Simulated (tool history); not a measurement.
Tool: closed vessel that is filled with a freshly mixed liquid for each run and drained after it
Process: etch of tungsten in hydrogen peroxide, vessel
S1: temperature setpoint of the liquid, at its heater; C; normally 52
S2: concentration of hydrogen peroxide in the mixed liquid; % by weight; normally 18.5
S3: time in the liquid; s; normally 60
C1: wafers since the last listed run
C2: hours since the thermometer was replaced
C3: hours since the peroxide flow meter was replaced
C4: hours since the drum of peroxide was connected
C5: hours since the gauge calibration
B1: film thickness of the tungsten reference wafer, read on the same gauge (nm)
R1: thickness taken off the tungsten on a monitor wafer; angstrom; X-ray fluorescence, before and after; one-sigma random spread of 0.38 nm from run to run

run 1 hour=0 | S1=52 S2=18.5 S3=60 | C1=0 C2=200 C3=1484.8 C4=242.2 C5=223.7 | B1=58.97 | R1=995
run 2 hour=30.1 | S1=52 S2=18.5 S3=60 | C1=3750 C2=230.1 C3=1514.9 C4=272.3 C5=253.8 | B1=58.89 | R1=994.5
run 3 hour=53.6 | S1=49.5 S2=18.5 S3=60 | C1=2927 C2=253.6 C3=1538.4 C4=295.8 C5=277.3 | B1=58.9 | R1=849.6
run 4 hour=66 | S1=49.5 S2=18.5 S3=60 | C1=1544 C2=266 C3=1550.8 C4=308.2 C5=289.7 | B1=58.85 | R1=850.6
run 5 hour=99.8 | S1=49.5 S2=18.5 S3=60 | C1=4211 C2=299.8 C3=1584.6 C4=342 C5=323.5 | B1=58.84 | R1=854.5
run 6 hour=112 | S1=52 S2=18.5 S3=60 | C1=1519 C2=312 C3=1596.8 C4=354.2 C5=335.7 | B1=58.81 | R1=991.8
run 7 hour=128.1 | S1=52 S2=18.5 S3=60 | C1=2005 C2=328.1 C3=1612.9 C4=370.3 C5=351.8 | B1=58.75 | R1=991.2
run 8 hour=148 | S1=52 S2=18.5 S3=60 | C1=2479 C2=348 C3=1632.8 C4=390.2 C5=371.7 | B1=58.7 | R1=980.2
run 9 hour=161.7 | S1=52 S2=18.5 S3=60 | C1=1706 C2=361.7 C3=1646.5 C4=403.9 C5=385.4 | B1=58.75 | R1=991.7
run 10 hour=266.9 | S1=52 S2=18.5 S3=60 | C1=13106 C2=466.9 C3=1751.7 C4=509.1 C5=490.6 | B1=58.67 | R1=987.4
run 11 hour=294.6 | S1=52 S2=18.5 S3=60 | C1=3451 C2=494.6 C3=1779.4 C4=536.8 C5=518.3 | B1=58.58 | R1=990.4
-- hour=310.9 new drum of peroxide connected
run 12 hour=326.2 | S1=52 S2=18.5 S3=60 | C1=3812 C2=526.2 C3=1811 C4=15.3 C5=549.9 | B1=58.61 | R1=985.5
run 13 hour=348.9 | S1=52 S2=18.5 S3=60 | C1=2828 C2=548.9 C3=1833.7 C4=38 C5=572.6 | B1=58.55 | R1=986.6
run 14 hour=365.8 | S1=52 S2=18.5 S3=60 | C1=2105 C2=565.8 C3=1850.6 C4=54.9 C5=589.5 | B1=58.58 | R1=985.6
-- hour=374.1 peroxide flow meter replaced
run 15 hour=388.3 | S1=52 S2=18.5 S3=60 | C1=2678 C2=588.3 C3=14.2 C4=77.4 C5=612 | B1=58.55 | R1=981.7
run 16 hour=410.2 | S1=52 S2=16.5 S3=60 | C1=2728 C2=610.2 C3=36.1 C4=99.3 C5=633.9 | B1=58.53 | R1=928.5
-- hour=423.4 thermometer replaced
run 17 hour=426.7 | S1=52 S2=16.5 S3=60 | C1=1931 C2=3.3 C3=52.6 C4=115.8 C5=650.4 | B1=58.58 | R1=933.6
-- hour=430.5 gauge calibrated
run 18 hour=455.5 | S1=49 S2=22.5 S3=40 | C1=3588 C2=32.1 C3=81.4 C4=144.6 C5=25 | B1=59.87 | R1=617.6
run 19 hour=485.2 | S1=55.5 S2=18.5 S3=60 | C1=3700 C2=61.8 C3=111.1 C4=174.3 C5=54.7 | B1=59.75 | R1=1244.1
run 20 hour=515.9 | S1=52 S2=18.5 S3=60 | C1=3824 C2=92.5 C3=141.8 C4=205 C5=85.4 | B1=59.6 | R1=1013.2
run 21 hour=542.8 | S1=52 S2=18.5 S3=60 | C1=3351 C2=119.4 C3=168.7 C4=231.9 C5=112.3 | B1=59.5 | R1=997.3
run 22 hour=598.9 | S1=52 S2=21.5 S3=60 | C1=6989 C2=175.5 C3=224.8 C4=288 C5=168.4 | B1=59.33 | R1=1083.1

What does the tool deliver on the next run?
run 23 hour=619.2 | S1=62 S2=13 S3=60 | C1=2529 C2=195.8 C3=245.1 C4=308.3 C5=188.7 | B1=? | R1=?

B1: 59.28
R1: 1509.5 angstrom
Take away the tool's hidden state, keep the run-to-run variation as it was, and the same run would have given R1 1528.5 angstrom.
